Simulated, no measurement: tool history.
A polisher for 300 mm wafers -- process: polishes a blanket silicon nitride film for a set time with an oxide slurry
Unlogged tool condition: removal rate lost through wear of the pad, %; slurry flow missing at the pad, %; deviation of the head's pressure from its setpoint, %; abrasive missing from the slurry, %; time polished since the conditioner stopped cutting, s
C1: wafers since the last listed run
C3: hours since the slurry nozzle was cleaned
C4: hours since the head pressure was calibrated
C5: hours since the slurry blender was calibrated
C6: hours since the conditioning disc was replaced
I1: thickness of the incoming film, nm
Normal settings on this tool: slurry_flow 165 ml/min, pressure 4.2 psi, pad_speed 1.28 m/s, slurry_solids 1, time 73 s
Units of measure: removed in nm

{"run": 1, "hour": 0.0, "slurry_flow": 165, "pressure": 4.7, "pad_speed": 1.28, "slurry_solids": 1, "time": 73, "C1": 0, "wafers polished on this pad": 3241, "C3": 658.7, "C4": 415, "C5": 32.2, "C6": 55, "I1": 573.8, "removed": 75.5}
{"run": 2, "hour": 14.6, "slurry_flow": 165, "pressure": 4.2, "pad_speed": 1.28, "slurry_solids": 1, "time": 73, "C1": 167, "wafers polished on this pad": 3408, "C3": 673.3, "C4": 429.6, "C5": 46.8, "C6": 69.6, "I1": 577.1, "removed": 69.5}
{"hour": 27.8, "done": "worn pad replaced by a new one, of another model than before"}
{"run": 3, "hour": 50.1, "slurry_flow": 165, "pressure": 4.2, "pad_speed": 0.92, "slurry_solids": 1, "time": 57, "C1": 361, "wafers polished on this pad": 255, "C3": 708.8, "C4": 465.1, "C5": 82.3, "C6": 105.1, "I1": 566.2, "removed": 51.4}
{"run": 4, "hour": 113.6, "slurry_flow": 165, "pressure": 4.2, "pad_speed": 1.48, "slurry_solids": 0.85, "time": 73, "C1": 728, "wafers polished on this pad": 984, "C3": 772.3, "C4": 528.6, "C5": 145.8, "C6": 168.6, "I1": 572.1, "removed": 68.9}
{"run": 5, "hour": 136.5, "slurry_flow": 165, "pressure": 2.8, "pad_speed": 1.28, "slurry_solids": 1, "time": 88, "C1": 262, "wafers polished on this pad": 1247, "C3": 795.2, "C4": 551.5, "C5": 168.7, "C6": 191.5, "I1": 566.3, "removed": 65}
{"hour": 141.8, "done": "slurry nozzle cleaned"}
{"run": 6, "hour": 157.4, "slurry_flow": 200, "pressure": 3.7, "pad_speed": 1.52, "slurry_solids": 1, "time": 56, "C1": 228, "wafers polished on this pad": 1476, "C3": 15.6, "C4": 572.4, "C5": 189.6, "C6": 212.4, "I1": 575.4, "removed": 56}
{"run": 7, "hour": 175.8, "slurry_flow": 190, "pressure": 4.2, "pad_speed": 1.28, "slurry_solids": 0.75, "time": 62, "C1": 211, "wafers polished on this pad": 1687, "C3": 34, "C4": 590.8, "C5": 208, "C6": 230.8, "I1": 564.2, "removed": 48.4}
{"run": 8, "hour": 194.6, "slurry_flow": 200, "pressure": 5, "pad_speed": 1.02, "slurry_solids": 1, "time": 92, "C1": 215, "wafers polished on this pad": 1903, "C3": 52.8, "C4": 609.6, "C5": 226.8, "C6": 249.6, "I1": 571.7, "removed": 89.2}
{"hour": 237.0, "done": "conditioning disc replaced and pad reconditioned"}
{"hour": 269.5, "done": "slurry blender recalibrated"}
{"run": 9, "hour": 295.6, "slurry_flow": 205, "pressure": 4.2, "pad_speed": 1.28, "slurry_solids": 1.2, "time": 56, "C1": 1113, "wafers polished on this pad": 3016, "C3": 153.8, "C4": 710.6, "C5": 26.1, "C6": 58.6, "I1": 574, "removed": 60.9}
{"run": 10, "hour": 324.8, "slurry_flow": 165, "pressure": 4.2, "pad_speed": 1.28, "slurry_solids": 1, "time": 88, "C1": 335, "wafers polished on this pad": 3351, "C3": 183, "C4": 739.8, "C5": 55.3, "C6": 87.8, "I1": 576.5, "removed": 80.3}
{"hour": 332.7, "done": "worn pad replaced by a new one"}
{"run": 11, "hour": 342.9, "slurry_flow": 165, "pressure": 4.7, "pad_speed": 1.28, "slurry_solids": 1, "time": 73, "C1": 161, "wafers polished on this pad": 117, "C3": 201.1, "C4": 757.9, "C5": 73.4, "C6": 105.9, "I1": 575.9, "removed": 84.5}
{"run": 12, "hour": 355.3, "slurry_flow": 215, "pressure": 4.9, "pad_speed": 1.28, "slurry_solids": 0.8, "time": 73, "C1": 142, "wafers polished on this pad": 259, "C3": 213.5, "C4": 770.3, "C5": 85.8, "C6": 118.3, "I1": 576.9, "removed": 73.5}
{"run": 13, "hour": 384.4, "slurry_flow": 165, "pressure": 4.2, "pad_speed": 1.28, "slurry_solids": 1, "time": 73, "C1": 334, "wafers polished on this pad": 593, "C3": 242.6, "C4": 799.4, "C5": 114.9, "C6": 147.4, "I1": 565.3, "removed": 72.7}
{"run": 14, "hour": 411.4, "slurry_flow": 165, "pressure": 5.7, "pad_speed": 1.28, "slurry_solids": 1, "time": 73, "C1": 309, "wafers polished on this pad": 903, "C3": 269.6, "C4": 826.4, "C5": 141.9, "C6": 174.4, "I1": 564.7, "removed": 91.1}
{"run": 15, "hour": 431.2, "slurry_flow": 165, "pressure": 3, "pad_speed": 0.94, "slurry_solids": 1, "time": 87, "C1": 227, "wafers polished on this pad": 1131, "C3": 289.4, "C4": 846.2, "C5": 161.7, "C6": 194.2, "I1": 569.2, "removed": 58.3}
{"hour": 433.8, "done": "head pressure recalibrated"}
{"run": 16, "hour": 447.3, "slurry_flow": 165, "pressure": 4.2, "pad_speed": 1.62, "slurry_solids": 1.1, "time": 73, "C1": 161, "wafers polished on this pad": 1293, "C3": 305.5, "C4": 13.5, "C5": 177.8, "C6": 210.3, "I1": 579.3, "removed": 84.1}
{"run": 17, "hour": 466.9, "slurry_flow": 120, "pressure": 4.9, "pad_speed": 1.28, "slurry_solids": 1, "time": 73, "C1": 224, "wafers polished on this pad": 1518, "C3": 325.1, "C4": 33.1, "C5": 197.4, "C6": 229.9, "I1": 575.3, "removed": 77.4}
{"hour": 493.1, "done": "conditioning disc replaced and pad reconditioned"}
{"run": 18, "hour": 498.0, "slurry_flow": 165, "pressure": 3, "pad_speed": 1.28, "slurry_solids": 1.1, "time": 73, "C1": 334, "wafers polished on this pad": 1852, "C3": 356.2, "C4": 64.2, "C5": 228.5, "C6": 4.9, "I1": 569.3, "removed": 58.8}
{"hour": 510.0, "done": "slurry blender recalibrated"}
{"run": 19, "hour": 528.6, "slurry_flow": 165, "pressure": 4.2, "pad_speed": 1.44, "slurry_solids": 1, "time": 73, "C1": 328, "wafers polished on this pad": 2180, "C3": 386.8, "C4": 94.8, "C5": 18.6, "C6": 35.5, "I1": 557.8, "removed": 71.5}
{"run": 20, "hour": 561.5, "slurry_flow": 165, "pressure": 4.2, "pad_speed": 1.28, "slurry_solids": 1, "time": 73, "C1": 377, "wafers polished on this pad": 2557, "C3": 419.7, "C4": 127.7, "C5": 51.5, "C6": 68.4, "I1": 560.6, "removed": 68.8}
{"run": 21, "hour": 593.3, "slurry_flow": 165, "pressure": 4.8, "pad_speed": 1.28, "slurry_solids": 1, "time": 62, "C1": 365, "wafers polished on this pad": 2922, "C3": 451.5, "C4": 159.5, "C5": 83.3, "C6": 100.2, "I1": 563.1, "removed": 63.1}
{"run": 22, "hour": 625.7, "slurry_flow": 165, "pressure": 5.5, "pad_speed": 1.42, "slurry_solids": 1.2, "time": 63, "C1": 371, "wafers polished on this pad": 3294, "C3": 483.9, "C4": 191.9, "C5": 115.7, "C6": 132.6, "I1": 574.9, "removed": 85.2}
{"hour": 642.4, "done": "worn pad replaced by a new one"}
{"run": 23, "hour": 642.9, "slurry_flow": 165, "pressure": 5.5, "pad_speed": 1.16, "slurry_solids": 1.1, "time": 73, "C1": 151, "wafers polished on this pad": 5, "C3": 501.1, "C4": 209.1, "C5": 132.9, "C6": 149.8, "I1": 579, "removed": 98.7}
{"run": 24, "hour": 654.3, "slurry_flow": 165, "pressure": 3.8, "pad_speed": 0.88, "slurry_solids": 1.15, "time": 62, "C1": 130, "wafers polished on this pad": 136, "C3": 512.5, "C4": 220.5, "C5": 144.3, "C6": 161.2, "I1": 561.4, "removed": 56.3}
{"run": 25, "hour": 687.6, "slurry_flow": 165, "pressure": 4.2, "pad_speed": 1.28, "slurry_solids": 1, "time": 73, "C1": 382, "wafers polished on this pad": 518, "C3": 545.8, "C4": 253.8, "C5": 177.6, "C6": 194.5, "I1": 571, "removed": 74.6}
{"run": 26, "hour": 702.7, "slurry_flow": 165, "pressure": 4.2, "pad_speed": 0.86, "slurry_solids": 1, "time": 73, "C1": 173, "wafers polished on this pad": 691, "C3": 560.9, "C4": 268.9, "C5": 192.7, "C6": 209.6, "I1": 562.5, "removed": 61.2}
{"run": 27, "hour": 728.1, "slurry_flow": 165, "pressure": 4.2, "pad_speed": 1.28, "slurry_solids": 1, "time": 73, "C1": 291, "wafers polished on this pad": 983, "C3": 586.3, "C4": 294.3, "C5": 218.1, "C6": 235, "I1": 567.1, "removed": 69.4}

Pick out some run-to-run changes in removed. Of each, how much would a tool without hidden state show as well, from the settings, what came in and chance, and how much is left for the hidden state and any gauge scatter not in both results compared?
Run 7 -> 8: slurry_flow 190 -> 200, pressure 4.2 -> 5, pad_speed 1.28 -> 1.02, slurry_solids 0.75 -> 1, time 62 -> 92. removed +40.8 nm: hidden state -6.2, all else +47.
Run 10 -> 11: pressure 4.2 -> 4.7, time 88 -> 73, worn pad replaced by a new one. removed +4.2 nm: hidden state +11.6, all else -7.4.
Run 22 -> 23: pad_speed 1.42 -> 1.16, slurry_solids 1.2 -> 1.1, time 63 -> 73, worn pad replaced by a new one. removed +13.5 nm: hidden state +13.8, all else -0.3.
Run 23 -> 24: pressure 5.5 -> 3.8, pad_speed 1.16 -> 0.88, slurry_solids 1.1 -> 1.15, time 73 -> 62. removed -42.4 nm: hidden state -0.5, all else -41.9.

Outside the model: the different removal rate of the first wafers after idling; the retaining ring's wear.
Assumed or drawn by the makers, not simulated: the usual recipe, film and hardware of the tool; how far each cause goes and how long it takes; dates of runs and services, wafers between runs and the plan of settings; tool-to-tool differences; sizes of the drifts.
